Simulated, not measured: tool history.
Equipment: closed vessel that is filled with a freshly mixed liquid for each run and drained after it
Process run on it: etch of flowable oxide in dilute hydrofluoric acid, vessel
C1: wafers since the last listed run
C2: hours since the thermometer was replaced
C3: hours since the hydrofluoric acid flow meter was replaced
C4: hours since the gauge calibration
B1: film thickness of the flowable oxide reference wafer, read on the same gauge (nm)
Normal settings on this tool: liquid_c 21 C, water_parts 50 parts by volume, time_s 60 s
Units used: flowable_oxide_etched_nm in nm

Run 1, day 0: usual settings; C1 0; C2 520.4; C3 287; C4 1167.1; B1 110. Result: flowable_oxide_etched_nm 24.54 nm.
Run 2, day 1.579: usual settings; C1 5303; C2 558.3; C3 324.9; C4 1205; B1 109.95. Result: flowable_oxide_etched_nm 24.26 nm.
Run 3, day 4.775: usual settings but time_s 70 s; C1 10733; C2 635; C3 401.6; C4 1281.7; B1 109.99. Result: flowable_oxide_etched_nm 28.73 nm.
At day 5.233: thermometer replaced.
Run 4, day 8.296: usual settings but time_s 70 s; C1 11685; C2 73.5; C3 486.1; C4 1366.2; B1 110.01. Result: flowable_oxide_etched_nm 29.25 nm.
At day 9.871: hydrofluoric acid flow meter replaced.
Run 5, day 10.208: usual settings but water_parts 45 parts by volume; C1 6283; C2 119.4; C3 8.1; C4 1412.1; B1 110.01. Result: flowable_oxide_etched_nm 25.78 nm.
Run 6, day 14.396: usual settings; C1 14064; C2 219.9; C3 108.6; C4 1512.6; B1 109.96. Result: flowable_oxide_etched_nm 23.47 nm.
Run 7, day 17.483: usual settings; C1 10369; C2 294; C3 182.7; C4 1586.7; B1 110.03. Result: flowable_oxide_etched_nm 23.7 nm.
At day 19.375: gauge calibrated.
Run 8, day 21.95: usual settings but liquid_c 23 C; C1 15002; C2 401.2; C3 289.9; C4 61.8; B1 110.01. Result: flowable_oxide_etched_nm 26.53 nm.
Run 9, day 25.962: usual settings but liquid_c 23 C; C1 13476; C2 497.5; C3 386.2; C4 158.1; B1 109.96. Result: flowable_oxide_etched_nm 26.75 nm.
Run 10, day 27.688: usual settings but liquid_c 23 C; C1 5793; C2 538.9; C3 427.6; C4 199.5; B1 110.02. Result: flowable_oxide_etched_nm 27.03 nm.
Run 11, day 30.7: usual settings but liquid_c 24.5 C; C1 10118; C2 611.2; C3 499.9; C4 271.8; B1 110.01. Result: flowable_oxide_etched_nm 28.99 nm.
At day 31.721: thermometer replaced.
At day 31.971: hydrofluoric acid flow meter replaced.
Run 12, day 32.304: usual settings but liquid_c 24.5 C; C1 5108; C2 14; C3 8; C4 310.3; B1 110.01. Result: flowable_oxide_etched_nm 26.73 nm.
Run 13, day 39.329: usual settings but liquid_c 24.5 C; C1 23594; C2 182.6; C3 176.6; C4 478.9; B1 109.99. Result: flowable_oxide_etched_nm 27.19 nm.
Run 14, day 43.475: usual settings; C1 13924; C2 282.1; C3 276.1; C4 578.4; B1 110.01. Result: flowable_oxide_etched_nm 24.23 nm.
Run 15, day 47.733: usual settings but liquid_c 23.5 C, time_s 35 s; C1 14302; C2 384.3; C3 378.3; C4 680.6; B1 109.95. Result: flowable_oxide_etched_nm 15.81 nm.
Run 16, day 49.5: usual settings; C1 5933; C2 426.7; C3 420.7; C4 723; B1 110.01. Result: flowable_oxide_etched_nm 24.43 nm.
Run 17, day 53.154: usual settings but water_parts 75 parts by volume, time_s 80 s; C1 12273; C2 514.4; C3 508.4; C4 810.7; B1 109.97. Result: flowable_oxide_etched_nm 21.53 nm.
At day 54.458: hydrofluoric acid flow meter replaced.
Run 18, day 55.704: usual settings but liquid_c 22.5 C; C1 8424; C2 575.6; C3 29.9; C4 871.9; B1 110.01. Result: flowable_oxide_etched_nm 24.8 nm.
Run 19, day 58.312: usual settings but liquid_c 17 C, time_s 45 s; C1 8760; C2 638.2; C3 92.5; C4 934.5; B1 110.01. Result: flowable_oxide_etched_nm 14.75 nm.
At day 58.45: thermometer replaced.
Run 20, day 62.017: usual settings but liquid_c 19 C; C1 12301; C2 85.6; C3 181.4; C4 1023.4; B1 109.98. Result: flowable_oxide_etched_nm 21.5 nm.
Run 21, day 63.962: usual settings but liquid_c 23 C, water_parts 30 parts by volume, time_s 85 s; C1 6535; C2 132.3; C3 228.1; C4 1070.1; B1 110.01. Result: flowable_oxide_etched_nm 62.93 nm.
Run 22, day 65.9: usual settings but water_parts 75 parts by volume, time_s 50 s; C1 6507; C2 178.8; C3 274.6; C4 1116.6; B1 109.98. Result: flowable_oxide_etched_nm 12.95 nm.
Run 23, day 69.917: usual settings but liquid_c 22.5 C, water_parts 35 parts by volume; C1 13490; C2 275.2; C3 371; C4 1213; B1 109.98. Result: flowable_oxide_etched_nm 37.6 nm.
Run 24, day 71.425: usual settings but liquid_c 22.5 C, water_parts 70 parts by volume; C1 5066; C2 311.4; C3 407.2; C4 1249.2; B1 110.05. Result: flowable_oxide_etched_nm 18.38 nm.
Run 25, day 76.792: usual settings but liquid_c 23.5 C, time_s 35 s; C1 18025; C2 440.2; C3 536; C4 1378; B1 109.99. Result: flowable_oxide_etched_nm 16.15 nm.
At day 78.042: hydrofluoric acid flow meter replaced.
Run 26, day 81.192: usual settings but liquid_c 25.5 C; C1 14638; C2 545.8; C3 75.6; C4 1483.6; B1 110. Result: flowable_oxide_etched_nm 28.01 nm.
At day 82.279: gauge calibrated.
At day 82.854: thermometer replaced.
Run 27, day 85.554: usual settings but water_parts 30 parts by volume, time_s 75 s; C1 14512; C2 64.8; C3 180.3; C4 78.6; B1 109.96. Result: flowable_oxide_etched_nm 49.75 nm.
Run 28, day 87.383: usual settings but liquid_c 17 C; C1 6143; C2 108.7; C3 224.2; C4 122.5; B1 110.01. Result: flowable_oxide_etched_nm 20.17 nm.
Run 29, day 90.358: usual settings but liquid_c 25.5 C; C1 9992; C2 180.1; C3 295.6; C4 193.9; B1 109.99. Result: flowable_oxide_etched_nm 29.04 nm.
Run 30, day 93.692: usual settings but liquid_c 18.5 C, water_parts 70 parts by volume; C1 11195; C2 260.1; C3 375.6; C4 273.9; B1 110.02. Result: flowable_oxide_etched_nm 15.34 nm.
At day 95.812: hydrofluoric acid flow meter replaced.
Run 31, day 97.429: usual settings but liquid_c 18.5 C, time_s 45 s; C1 12413; C2 349.8; C3 38.8; C4 363.6; B1 110. Result: flowable_oxide_etched_nm 15.62 nm.
Run 32, day 101.096: usual settings; C1 12315; C2 437.8; C3 126.8; C4 451.6; B1 109.99. Result: flowable_oxide_etched_nm 23.53 nm.
Run 33, day 103.862: usual settings but water_parts 60 parts by volume, time_s 40 s; C1 9292; C2 504.2; C3 193.2; C4 518; B1 110.04. Result: flowable_oxide_etched_nm 13.21 nm.

How the hidden state differs across the entries between the runs, from the last listed run before each to the first after it:
Runs 3 to 4: thermometer replaced (day 5.233)
  hydrofluoric acid flow above the setpoint (%): 7.05 -> 8.32
  the result without the hidden state subtracted from the measured one, flowable_oxide_etched_nm: +2 -> +2.38 nm
Runs 4 to 5: hydrofluoric acid flow meter replaced (day 9.871)
  hydrofluoric acid flow above the setpoint (%): 8.32 -> 0.798
  the result without the hidden state subtracted from the measured one, flowable_oxide_etched_nm: +2.38 -> +0.22 nm
Runs 7 to 8: gauge calibrated (day 19.375)
  hydrofluoric acid flow above the setpoint (%): 3.42 -> 5.04
  the result without the hidden state subtracted from the measured one, flowable_oxide_etched_nm: +0.84 -> +1.36 nm
Runs 11 to 12: thermometer replaced (day 31.721); hydrofluoric acid flow meter replaced (day 31.971)
  hydrofluoric acid flow above the setpoint (%): 8.2 -> 0.411
  the result without the hidden state subtracted from the measured one, flowable_oxide_etched_nm: +2.33 -> +0.12 nm
Runs 17 to 18: hydrofluoric acid flow meter replaced (day 54.458)
  hydrofluoric acid flow above the setpoint (%): 7.94 -> 0.609
  the result without the hidden state subtracted from the measured one, flowable_oxide_etched_nm: +1.72 -> +0.16 nm
Runs 19 to 20: thermometer replaced (day 58.45)
  hydrofluoric acid flow above the setpoint (%): 1.55 -> 2.89
  the result without the hidden state subtracted from the measured one, flowable_oxide_etched_nm: +0.24 -> +0.64 nm
Runs 25 to 26: hydrofluoric acid flow meter replaced (day 78.042)
  hydrofluoric acid flow above the setpoint (%): 8.22 -> 1.2
  the result without the hidden state subtracted from the measured one, flowable_oxide_etched_nm: +1.3 -> +0.35 nm
Runs 26 to 27: gauge calibrated (day 82.279); thermometer replaced (day 82.854)
  hydrofluoric acid flow above the setpoint (%): 1.2 -> 2.77
  the result without the hidden state subtracted from the measured one, flowable_oxide_etched_nm: +0.35 -> +1.4 nm
Runs 30 to 31: hydrofluoric acid flow meter replaced (day 95.812)
  hydrofluoric acid flow above the setpoint (%): 5.71 -> 1.25
  the result without the hidden state subtracted from the measured one, flowable_oxide_etched_nm: +0.89 -> +0.21 nm

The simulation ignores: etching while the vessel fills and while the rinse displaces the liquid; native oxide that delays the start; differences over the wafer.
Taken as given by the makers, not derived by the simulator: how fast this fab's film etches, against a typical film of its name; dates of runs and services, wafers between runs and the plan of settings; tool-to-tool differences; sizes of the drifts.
